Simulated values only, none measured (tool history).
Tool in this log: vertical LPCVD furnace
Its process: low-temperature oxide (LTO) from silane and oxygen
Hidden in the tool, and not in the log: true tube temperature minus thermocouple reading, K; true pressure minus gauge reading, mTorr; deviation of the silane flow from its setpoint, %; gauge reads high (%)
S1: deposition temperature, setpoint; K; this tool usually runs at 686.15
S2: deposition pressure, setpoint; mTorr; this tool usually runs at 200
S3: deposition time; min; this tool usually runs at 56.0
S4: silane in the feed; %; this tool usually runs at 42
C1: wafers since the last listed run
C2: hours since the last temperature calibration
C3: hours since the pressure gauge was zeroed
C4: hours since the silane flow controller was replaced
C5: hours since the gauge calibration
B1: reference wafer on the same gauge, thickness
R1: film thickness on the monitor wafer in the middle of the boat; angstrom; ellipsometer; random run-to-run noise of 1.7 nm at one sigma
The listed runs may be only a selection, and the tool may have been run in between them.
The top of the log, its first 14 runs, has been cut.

| run | hour | S1 | S2 | S3 | S4 | C1 | C2 | C3 | C4 | C5 | B1 | R1 |
|---|---|---|---|---|---|---|---|---|---|---|---|---|
| 15 | 375.7 | 691.15 | 180 | 64.0 | 42 | 228 | 127.6 | 134.5 | 34.2 | 902.9 | 684.35 | 6364.5 |
| 16 | 406.1 | 694.15 | 240 | 47.0 | 35 | 341 | 158.0 | 164.9 | 64.6 | 933.3 | 683.40 | 5163.2 |
| 17 | 439.3 | 686.15 | 200 | 56.0 | 42 | 373 | 191.2 | 198.1 | 97.8 | 966.5 | 683.68 | 5853.0 |
| 18 | 467.9 | 690.15 | 200 | 74.5 | 42 | 321 | 219.8 | 226.7 | 126.4 | 995.1 | 684.22 | 8155.2 |
| 19 | 495.7 | 686.15 | 200 | 48.0 | 42 | 312 | 247.6 | 254.5 | 154.2 | 1022.9 | 684.49 | 5048.2 |
| 20 | 525.2 | 686.15 | 200 | 41.0 | 42 | 331 | 277.1 | 284.0 | 183.7 | 1052.4 | 684.08 | 4299.4 |
|  | 564.6 | gauge calibrated |
| 21 | 584.2 | 674.15 | 155 | 39.0 | 36 | 663 | 336.1 | 343.0 | 242.7 | 19.6 | 683.57 | 2316.3 |
| 22 | 615.5 | 686.15 | 175 | 56.0 | 48 | 351 | 367.4 | 374.3 | 274.0 | 50.9 | 684.42 | 5858.6 |
| 23 | 630.8 | 686.15 | 200 | 56.0 | 42 | 172 | 382.7 | 389.6 | 289.3 | 66.2 | 683.62 | 5850.1 |
| 24 | 656.5 | 680.15 | 250 | 70.5 | 42 | 288 | 408.4 | 415.3 | 315.0 | 91.9 | 684.09 | 8678.6 |
| 25 | 673.1 | 686.15 | 160 | 56.0 | 42 | 186 | 425.0 | 431.9 | 331.6 | 108.5 | 683.97 | 4687.6 |
| 26 | 697.0 | 686.15 | 200 | 44.5 | 42 | 268 | 448.9 | 455.8 | 355.5 | 132.4 | 683.97 | 4667.9 |
| 27 | 712.8 | 694.15 | 250 | 56.0 | 42 | 177 | 464.7 | 471.6 | 371.3 | 148.2 | 684.09 | 8003.6 |
| 28 | 772.6 | 686.15 | 200 | 56.0 | 42 | 672 | 524.5 | 531.4 | 431.1 | 208.0 | 684.21 | 5889.3 |
| 29 | 806.7 | 696.15 | 185 | 37.5 | 45 | 383 | 558.6 | 565.5 | 465.2 | 242.1 | 684.30 | 4315.3 |
| 30 | 825.4 | 686.15 | 200 | 47.5 | 42 | 210 | 577.3 | 584.2 | 483.9 | 260.8 | 684.11 | 4978.4 |

Each row is a separate what-if for the run after 30, all from the same tool condition, not one after another. Results?
| A | 830.4 | 686.15 | 200 | 56.0 | 42 | 56 | 582.3 | 589.2 | 488.9 | 265.8 | ? | ? |
| B | 830.4 | 686.15 | 215 | 44.0 | 36 | 56 | 582.3 | 589.2 | 488.9 | 265.8 | ? | ? |
| C | 830.4 | 686.15 | 200 | 56.0 | 48 | 56 | 582.3 | 589.2 | 488.9 | 265.8 | ? | ? |
| D | 830.4 | 693.15 | 170 | 35.0 | 35 | 56 | 582.3 | 589.2 | 488.9 | 265.8 | ? | ? |
| E | 830.4 | 686.15 | 200 | 74.5 | 37 | 56 | 582.3 | 589.2 | 488.9 | 265.8 | ? | ? |

| run | B1 | R1 |
|---|---|---|
| A | 684.05 | 5860.6 |
| B | 684.05 | 4128.2 |
| C | 684.05 | 6675.4 |
| D | 684.05 | 2698.0 |
| E | 684.05 | 6727.8 |
What these runs would have given with no unlogged condition in the tool:
| run | R1 |
|---|---|
| A | 5880.0 |
| B | 4141.0 |
| C | 6697.5 |
| D | 2708.6 |
| E | 6750.1 |

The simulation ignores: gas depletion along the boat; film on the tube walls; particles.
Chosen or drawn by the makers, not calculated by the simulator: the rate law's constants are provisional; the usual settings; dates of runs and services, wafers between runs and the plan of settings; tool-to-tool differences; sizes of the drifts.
